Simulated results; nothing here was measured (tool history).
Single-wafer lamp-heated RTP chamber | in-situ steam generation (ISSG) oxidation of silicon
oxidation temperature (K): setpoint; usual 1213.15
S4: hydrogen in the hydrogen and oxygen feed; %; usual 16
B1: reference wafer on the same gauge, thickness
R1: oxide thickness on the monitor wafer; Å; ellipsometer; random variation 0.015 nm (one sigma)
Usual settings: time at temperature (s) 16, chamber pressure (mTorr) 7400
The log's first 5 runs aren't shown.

run 6 hour=63.1 | oxidation_temperature_(K)=1213.15 time_at_temperature_(s)=16 chamber_pressure_(mTorr)=7400 S4=16 | B1=3.916 | R1=37.21
run 7 hour=75.9 | oxidation_temperature_(K)=1202.15 time_at_temperature_(s)=16 chamber_pressure_(mTorr)=8400 S4=16 | B1=3.919 | R1=36.56
run 8 hour=93.0 | oxidation_temperature_(K)=1213.15 time_at_temperature_(s)=16 chamber_pressure_(mTorr)=7900 S4=13 | B1=3.927 | R1=35.45
run 9 hour=100.5 | oxidation_temperature_(K)=1213.15 time_at_temperature_(s)=10 chamber_pressure_(mTorr)=6900 S4=16 | B1=3.926 | R1=31.02
run 10 hour=106.8 | oxidation_temperature_(K)=1213.15 time_at_temperature_(s)=16 chamber_pressure_(mTorr)=7400 S4=16 | B1=3.921 | R1=37.24
run 11 hour=114.0 | oxidation_temperature_(K)=1213.15 time_at_temperature_(s)=11 chamber_pressure_(mTorr)=6900 S4=25 | B1=3.918 | R1=36.42
run 12 hour=130.5 | oxidation_temperature_(K)=1231.15 time_at_temperature_(s)=16 chamber_pressure_(mTorr)=7400 S4=13 | B1=3.919 | R1=37.26
run 13 hour=137.8 | oxidation_temperature_(K)=1213.15 time_at_temperature_(s)=16 chamber_pressure_(mTorr)=7400 S4=16 | B1=3.916 | R1=36.93
-- hour=150.2 pyrometer window cleaned and pyrometer calibrated
run 14 hour=154.9 | oxidation_temperature_(K)=1213.15 time_at_temperature_(s)=16 chamber_pressure_(mTorr)=7400 S4=22 | B1=3.913 | R1=40.23
run 15 hour=169.4 | oxidation_temperature_(K)=1213.15 time_at_temperature_(s)=19 chamber_pressure_(mTorr)=7400 S4=16 | B1=3.917 | R1=39.93
run 16 hour=184.9 | oxidation_temperature_(K)=1213.15 time_at_temperature_(s)=16 chamber_pressure_(mTorr)=7400 S4=16 | B1=3.916 | R1=37.28
run 17 hour=194.4 | oxidation_temperature_(K)=1213.15 time_at_temperature_(s)=22 chamber_pressure_(mTorr)=6900 S4=11 | B1=3.923 | R1=38.91
-- hour=203.8 hydrogen flow controller replaced
run 18 hour=204.3 | oxidation_temperature_(K)=1228.15 time_at_temperature_(s)=16 chamber_pressure_(mTorr)=8500 S4=13 | B1=3.920 | R1=37.02
run 19 hour=215.6 | oxidation_temperature_(K)=1213.15 time_at_temperature_(s)=16 chamber_pressure_(mTorr)=7000 S4=20 | B1=3.912 | R1=39.01
run 20 hour=247.6 | oxidation_temperature_(K)=1213.15 time_at_temperature_(s)=16 chamber_pressure_(mTorr)=6900 S4=16 | B1=3.919 | R1=37.07
-- hour=253.6 gauge calibrated
run 21 hour=262.3 | oxidation_temperature_(K)=1221.15 time_at_temperature_(s)=13 chamber_pressure_(mTorr)=7400 S4=23 | B1=3.927 | R1=38.65
run 22 hour=272.7 | oxidation_temperature_(K)=1200.15 time_at_temperature_(s)=12 chamber_pressure_(mTorr)=7000 S4=16 | B1=3.928 | R1=32.39
run 23 hour=287.8 | oxidation_temperature_(K)=1196.15 time_at_temperature_(s)=16 chamber_pressure_(mTorr)=7400 S4=11 | B1=3.919 | R1=32.70
run 24 hour=302.2 | oxidation_temperature_(K)=1201.15 time_at_temperature_(s)=16 chamber_pressure_(mTorr)=7400 S4=23 | B1=3.919 | R1=39.42
run 25 hour=310.7 | oxidation_temperature_(K)=1213.15 time_at_temperature_(s)=13 chamber_pressure_(mTorr)=7400 S4=16 | B1=3.920 | R1=34.59
run 26 hour=319.0 | oxidation_temperature_(K)=1195.15 time_at_temperature_(s)=21 chamber_pressure_(mTorr)=7400 S4=16 | B1=3.928 | R1=39.76
run 27 hour=335.9 | oxidation_temperature_(K)=1213.15 time_at_temperature_(s)=21 chamber_pressure_(mTorr)=7400 S4=11 | B1=3.918 | R1=38.50
run 28 hour=346.5 | oxidation_temperature_(K)=1231.15 time_at_temperature_(s)=16 chamber_pressure_(mTorr)=7400 S4=13 | B1=3.915 | R1=37.43
run 29 hour=360.2 | oxidation_temperature_(K)=1232.15 time_at_temperature_(s)=13 chamber_pressure_(mTorr)=8600 S4=11 | B1=3.922 | R1=33.29
run 30 hour=385.6 | oxidation_temperature_(K)=1213.15 time_at_temperature_(s)=16 chamber_pressure_(mTorr)=7400 S4=16 | B1=3.916 | R1=37.19

Forecast each of these 5 alternatives for the next run:
run A hour=386.0 | oxidation_temperature_(K)=1213.15 time_at_temperature_(s)=16 chamber_pressure_(mTorr)=7400 S4=23 | B1=? | R1=?
run B hour=386.0 | oxidation_temperature_(K)=1213.15 time_at_temperature_(s)=13 chamber_pressure_(mTorr)=8600 S4=24 | B1=? | R1=?
run C hour=386.0 | oxidation_temperature_(K)=1224.15 time_at_temperature_(s)=10 chamber_pressure_(mTorr)=7400 S4=20 | B1=? | R1=?
run D hour=386.0 | oxidation_temperature_(K)=1213.15 time_at_temperature_(s)=16 chamber_pressure_(mTorr)=7400 S4=19 | B1=? | R1=?
run E hour=386.0 | oxidation_temperature_(K)=1194.15 time_at_temperature_(s)=16 chamber_pressure_(mTorr)=7400 S4=16 | B1=? | R1=?

run=A B1=3.911 R1=40.51
run=B B1=3.911 R1=37.79
run=C B1=3.911 R1=33.77
run=D B1=3.911 R1=38.65
run=E B1=3.911 R1=35.45
Without the tool's hidden state the same runs would have given:
run=A R1=40.51
run=B R1=37.79
run=C R1=33.77
run=D R1=38.65
run=E R1=35.45
